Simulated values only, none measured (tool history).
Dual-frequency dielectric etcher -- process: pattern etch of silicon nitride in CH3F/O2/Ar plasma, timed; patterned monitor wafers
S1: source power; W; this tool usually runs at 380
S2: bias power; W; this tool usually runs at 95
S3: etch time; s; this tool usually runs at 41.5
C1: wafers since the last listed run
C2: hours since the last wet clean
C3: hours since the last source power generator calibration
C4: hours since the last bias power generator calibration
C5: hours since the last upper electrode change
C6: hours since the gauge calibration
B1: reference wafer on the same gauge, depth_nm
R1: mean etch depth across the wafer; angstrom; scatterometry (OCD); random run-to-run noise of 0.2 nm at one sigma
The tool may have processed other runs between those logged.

run 1 day=0 | S1=380 S2=95 S3=34.5 | C1=0 C2=139.8 C3=216.2 C4=175.8 C5=4108.4 C6=1381 | B1=26.49 | R1=260.8
run 2 day=3.817 | S1=380 S2=95 S3=41.5 | C1=1162 C2=231.4 C3=307.8 C4=267.4 C5=4200 C6=1472.6 | B1=26.46 | R1=308.2
run 3 day=7.979 | S1=380 S2=95 S3=41.5 | C1=1267 C2=331.3 C3=407.7 C4=367.3 C5=4299.9 C6=1572.5 | B1=26.54 | R1=308.3
run 4 day=10.2 | S1=380 S2=95 S3=41.5 | C1=676 C2=384.6 C3=461 C4=420.6 C5=4353.2 C6=1625.8 | B1=26.47 | R1=299.8
run 5 day=12.188 | S1=380 S2=95 S3=41.5 | C1=605 C2=432.3 C3=508.7 C4=468.3 C5=4400.9 C6=1673.5 | B1=26.42 | R1=300.2
-- day=13.362 wet clean of the chamber
run 6 day=14.55 | S1=380 S2=95 S3=41.5 | C1=414 C2=28.5 C3=565.4 C4=525 C5=4457.6 C6=1730.2 | B1=26.5 | R1=313.4
run 7 day=22.688 | S1=380 S2=95 S3=41.5 | C1=2477 C2=223.8 C3=760.7 C4=720.3 C5=4652.9 C6=1925.5 | B1=26.51 | R1=307.7
run 8 day=26.675 | S1=380 S2=95 S3=41.5 | C1=1214 C2=319.5 C3=856.4 C4=816 C5=4748.6 C6=2021.2 | B1=26.51 | R1=305.4
run 9 day=28.338 | S1=380 S2=113 S3=41.5 | C1=506 C2=359.4 C3=896.3 C4=855.9 C5=4788.5 C6=2061.1 | B1=26.54 | R1=323.9
run 10 day=31.671 | S1=380 S2=113 S3=41.5 | C1=1014 C2=439.4 C3=976.3 C4=935.9 C5=4868.5 C6=2141.1 | B1=26.52 | R1=322.7
-- day=34.292 wet clean of the chamber
run 11 day=36 | S1=300 S2=95 S3=41.5 | C1=1013 C2=41 C3=1080.2 C4=1039.8 C5=4972.4 C6=2245 | B1=26.44 | R1=297.3
-- day=48.6 gauge calibrated
run 12 day=48.642 | S1=300 S2=95 S3=41.5 | C1=3848 C2=344.4 C3=1383.6 C4=1343.2 C5=5275.8 C6=1 | B1=26.51 | R1=289.5
-- day=51.596 wet clean of the chamber
run 13 day=52.392 | S1=300 S2=95 S3=41.5 | C1=837 C2=19.1 C3=1473.6 C4=1433.2 C5=5365.8 C6=91 | B1=26.42 | R1=297.9
-- day=53.925 upper electrode replaced
run 14 day=55.525 | S1=440 S2=95 S3=30.5 | C1=649 C2=94.3 C3=1548.8 C4=1508.4 C5=38.4 C6=166.2 | B1=26.51 | R1=239.3
run 15 day=59.55 | S1=380 S2=95 S3=41.5 | C1=1225 C2=190.9 C3=1645.4 C4=1605 C5=135 C6=262.8 | B1=26.52 | R1=307.1
run 16 day=64.017 | S1=470 S2=105 S3=48 | C1=1359 C2=298.1 C3=1752.6 C4=1712.2 C5=242.2 C6=370 | B1=26.46 | R1=387.9
-- day=65.071 bias power generator calibrated
run 17 day=67.942 | S1=380 S2=95 S3=41.5 | C1=1144 C2=392.3 C3=1846.8 C4=68.9 C5=336.4 C6=464.2 | B1=26.54 | R1=303.8
run 18 day=71.5 | S1=380 S2=72 S3=41.5 | C1=1083 C2=477.7 C3=1932.2 C4=154.3 C5=421.8 C6=549.6 | B1=26.44 | R1=273.6

What will run 19 give?
-- day=73.375 wet clean of the chamber
-- day=73.933 source power generator calibrated
run 19 day=74.771 | S1=410 S2=95 S3=30.5 | C1=640 C2=33.5 C3=20.1 C4=232.8 C5=500.3 C6=628.1 | B1=? | R1=?

B1: 26.56
R1: 236.3 angstrom
The same run, on a tool lacking any hidden state, would have yielded R1 236 angstrom.
